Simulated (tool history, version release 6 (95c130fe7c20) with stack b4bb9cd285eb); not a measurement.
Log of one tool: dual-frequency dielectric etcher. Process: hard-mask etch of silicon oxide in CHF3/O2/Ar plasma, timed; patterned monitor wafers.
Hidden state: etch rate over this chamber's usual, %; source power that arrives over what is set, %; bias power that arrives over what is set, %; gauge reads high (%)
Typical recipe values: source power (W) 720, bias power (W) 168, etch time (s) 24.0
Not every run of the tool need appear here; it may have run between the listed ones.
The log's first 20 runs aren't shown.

run,hour,source power (W),bias power (W),etch time (s),wafers since the last listed run,hours since the last wet clean,hours since the last source power generator calibration,hours since the last bias power generator calibration,hours since the last upper electrode change,hours since the gauge calibration,"read-back reference wafer on the same gauge, depth_nm",mean etch depth across the wafer (Å)
21,1068.4,720,168,24.0,794,339.8,106.8,205.7,343.1,754.0,44.23,566.5
22,1093.2,720,152,18.0,286,364.6,131.6,230.5,367.9,778.8,44.32,412.3
# hour 1112.6: gauge calibrated
23,1128.8,570,189,30.5,411,400.2,167.2,266.1,403.5,16.2,44.12,679.2
24,1157.0,720,168,27.0,326,428.4,195.4,294.3,431.7,44.4,44.38,635.1
# hour 1191.2: wet clean of the chamber
25,1191.7,720,168,20.0,123,0.5,230.1,329.0,466.4,79.1,44.27,456.2
26,1218.5,600,144,18.0,310,27.3,256.9,355.8,493.2,105.9,44.34,370.7
27,1251.6,560,168,24.0,382,60.4,290.0,388.9,526.3,139.0,44.28,500.4
28,1278.8,860,146,19.5,314,87.6,317.2,416.1,553.5,166.2,44.36,462.8
29,1338.5,720,168,24.0,690,147.3,376.9,475.8,613.2,225.9,44.33,566.3
30,1385.2,830,186,17.5,540,194.0,423.6,522.5,659.9,272.6,44.32,442.9
31,1422.1,550,204,24.0,426,230.9,460.5,559.4,696.8,309.5,44.30,542.3

3 options for the next run, each taken on its own from the tool as it stands now. Forecast them:
A,1422.5,720,168,24.0,4,231.3,460.9,559.8,697.2,309.9,?,?
B,1422.5,560,192,24.0,4,231.3,460.9,559.8,697.2,309.9,?,?
C,1422.5,720,202,24.0,4,231.3,460.9,559.8,697.2,309.9,?,?

run,"read-back reference wafer on the same gauge, depth_nm",mean etch depth across the wafer (Å)
A,44.30,565.5
B,44.30,537.0
C,44.30,599.6
With no hidden state in the tool, these same runs would have given:
run,mean etch depth across the wafer (Å)
A,546.0
B,518.5
C,578.9
